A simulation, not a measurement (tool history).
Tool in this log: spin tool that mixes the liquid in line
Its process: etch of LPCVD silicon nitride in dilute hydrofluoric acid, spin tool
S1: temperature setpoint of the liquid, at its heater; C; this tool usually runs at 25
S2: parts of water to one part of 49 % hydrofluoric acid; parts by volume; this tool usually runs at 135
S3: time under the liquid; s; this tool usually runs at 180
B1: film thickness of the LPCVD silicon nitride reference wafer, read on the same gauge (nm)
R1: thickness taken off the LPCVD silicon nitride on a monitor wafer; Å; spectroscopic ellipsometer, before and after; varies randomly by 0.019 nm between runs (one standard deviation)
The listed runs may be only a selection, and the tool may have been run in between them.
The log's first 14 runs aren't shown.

run,day,S1,S2,S3,B1,R1
15,7.388,25,135,180,119.988,7.25
16,7.667,25,135,180,119.952,7.2
17,8.017,25,160,100,119.977,3.26
# day 8.408: gauge calibrated
18,8.417,27.5,75,75,119.992,6.09
19,8.712,25,85,180,119.979,11.16
20,9.417,25,135,205,119.978,7.88
21,10.017,25,135,180,119.989,7.15
22,10.283,20,85,180,119.996,8.16
23,10.971,25,70,110,120.035,8.5
24,11.554,25,135,180,119.976,7.07
# day 11.65: hydrofluoric acid flow meter replaced
25,11.888,29,90,180,120.032,13.91
26,12.204,26.5,180,275,119.967,9.01
27,12.933,29.5,115,230,120.013,14.18
28,13.617,26.5,170,245,120.074,8.39
29,14.042,21,205,215,120.017,4.41
30,14.738,22,70,100,120.022,6.25
31,15.758,25,135,280,119.935,11.28
32,16.129,25,180,180,120.057,5.34
33,16.796,21,85,270,120.029,13.34

What if the next run were any one of these 4? Each begins from the tool's condition after run 33:
A,16.817,25,135,180,?,?
B,16.817,20.5,115,225,?,?
C,16.817,21.5,75,75,?,?
D,16.817,25,160,215,?,?

run,B1,R1
A,119.968,6.95
B,119.968,7.56
C,119.968,4.1
D,119.968,7.01
The same runs, with their run-to-run variation unchanged, on a tool lacking any hidden condition would have given:
run,R1
A,6.95
B,7.56
C,4.1
D,7.01
